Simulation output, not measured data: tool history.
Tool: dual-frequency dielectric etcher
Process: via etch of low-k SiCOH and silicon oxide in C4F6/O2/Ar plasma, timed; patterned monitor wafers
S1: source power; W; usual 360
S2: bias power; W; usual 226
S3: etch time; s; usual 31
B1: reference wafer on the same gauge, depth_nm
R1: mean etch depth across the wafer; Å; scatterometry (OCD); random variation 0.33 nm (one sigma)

run,day,S1,S2,S3,B1,R1
1,0,360,226,31,69.9,799
2,2.904,360,188,31,69.8,729
3,9.225,360,226,31,69.9,800
4,11.246,360,226,31,69.9,799
# day 12.421: source power generator calibrated
# day 13.629: wet clean of the chamber
5,14.004,360,226,29,69.9,751
6,15.521,360,258,31,69.9,852
7,16.783,360,258,31,69.8,852
8,19.175,360,226,31,69.9,801
9,21.696,360,226,31,69.9,797
10,24.179,360,226,31,69.9,800
11,25.671,360,226,31,69.9,802
12,28.221,450,203,31,69.9,830
# day 29.525: gauge calibrated
13,30.75,390,279,35,69.9,1042
14,32.575,390,196,22,69.9,546
15,33.588,360,226,31,69.9,796
# day 34.671: wet clean of the chamber
# day 36.7: upper electrode replaced, of another model than before
16,36.721,360,226,28.5,70,731
17,38.554,360,226,31,69.9,795
18,40.217,360,226,31,69.9,795
19,41.983,360,226,31,69.9,789
# day 46.642: bias power generator calibrated
20,49.888,360,175,31,69.8,726
21,52.792,360,226,31,70,784
22,53.929,400,205,26.5,69.9,691
23,55.604,280,226,33.5,69.9,731
24,56.767,420,226,27.5,70,752
# day 58.904: wet clean of the chamber
25,59.438,360,226,28.5,69.8,716
26,61.208,320,189,31,69.8,702
27,62.417,450,175,25,69.9,659
28,63.833,320,226,31,69.9,734
29,66.262,410,205,36,69.9,954
30,67.442,420,186,39.5,69.9,1024

The same runs without the tool's hidden state, with the same run-to-run variation:
The hidden state here: etch rate over this chamber's usual, %; source power that arrives over what is set, %; bias power that arrives over what is set, %; gauge reads high (%).
run,R1
1,780
2,713
3,781
4,780
5,733
6,832
7,831
8,782
9,778
10,781
11,783
12,811
13,1016
14,534
15,777
16,721
17,783
18,783
19,777
20,726
21,783
22,690
23,730
24,751
25,714
26,699
27,656
28,732
29,950
30,1020
